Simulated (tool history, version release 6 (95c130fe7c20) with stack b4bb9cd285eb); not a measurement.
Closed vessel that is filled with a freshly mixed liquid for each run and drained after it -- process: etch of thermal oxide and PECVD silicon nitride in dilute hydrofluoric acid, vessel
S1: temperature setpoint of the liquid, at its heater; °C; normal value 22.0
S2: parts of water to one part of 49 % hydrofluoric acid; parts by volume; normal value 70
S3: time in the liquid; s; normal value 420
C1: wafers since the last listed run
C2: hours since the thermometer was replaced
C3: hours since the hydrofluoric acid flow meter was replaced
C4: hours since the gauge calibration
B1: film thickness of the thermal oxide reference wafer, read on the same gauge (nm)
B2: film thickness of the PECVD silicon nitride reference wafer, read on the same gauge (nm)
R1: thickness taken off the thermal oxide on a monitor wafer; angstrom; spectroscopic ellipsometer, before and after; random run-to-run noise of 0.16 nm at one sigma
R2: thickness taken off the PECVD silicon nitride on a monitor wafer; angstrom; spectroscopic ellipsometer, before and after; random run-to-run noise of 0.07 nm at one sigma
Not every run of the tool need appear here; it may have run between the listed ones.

run   hour    S1  S2   S3   C1     C2      C3     C4     B1      B2     R1     R2
  1    0.0  22.0  70  420    0   65.6  1614.1  259.9  30.04  129.99  243.1  124.0
  2   15.6  22.0  70  420  886   81.2  1629.7  275.5  30.06  130.03  243.3  125.2
  3   30.5  22.0  70  420  846   96.1  1644.6  290.4  30.01  130.02  242.1  123.0
  4   44.1  22.0  70  420  772  109.7  1658.2  304.0  30.02  129.99  242.1  123.5
  5   51.6  22.0  55  665  426  117.2  1665.7  311.5  29.97  129.99  498.0  251.1
  6   65.6  22.0  60  200  795  131.2  1679.7  325.5  29.97  130.00  138.3   69.1
  7   79.3  23.5  70  350  778  144.9  1693.4  339.2  29.98  129.97  216.8  114.4
      92.3  -- hydrofluoric acid flow meter replaced
  8   94.9  24.0  70  245  829  160.5     2.6  354.8  30.00  129.97  154.3   82.9
  9  103.6  22.0  70  420  494  169.2    11.3  363.5  29.99  129.99  241.1  125.1
 10  119.5  18.5  70  420  903  185.1    27.2  379.4  30.02  129.98  207.8   98.4
 11  135.3  22.0  55  175  897  200.9    43.0  395.2  30.00  130.02  132.5   65.6
 12  151.4  22.0  70  420  914  217.0    59.1  411.3  30.04  129.99  245.2  124.4
 13  163.8  22.0  70  420  704  229.4    71.5  423.7  29.95  130.02  241.5  123.8
     172.9  -- gauge calibrated
 14  174.8  22.0  70  420  625  240.4    82.5    1.9  29.96  130.00  242.6  125.1
 15  189.7  24.0  50  420  846  255.3    97.4   16.8  30.01  129.97  378.6  199.2
 16  199.9  22.0  70  420  579  265.5   107.6   27.0  29.99  130.03  244.2  124.0

What will run 17 give?
 17  206.3  22.0  100  420  363  271.9  114.0  33.4   ?   ?   ?   ?

B1: 30.00
B2: 129.96
R1: 164.1 angstrom
R2: 87.6 angstrom
Without the tool's hidden state the same run would have given R1 164.1 angstrom, R2 87.6 angstrom.

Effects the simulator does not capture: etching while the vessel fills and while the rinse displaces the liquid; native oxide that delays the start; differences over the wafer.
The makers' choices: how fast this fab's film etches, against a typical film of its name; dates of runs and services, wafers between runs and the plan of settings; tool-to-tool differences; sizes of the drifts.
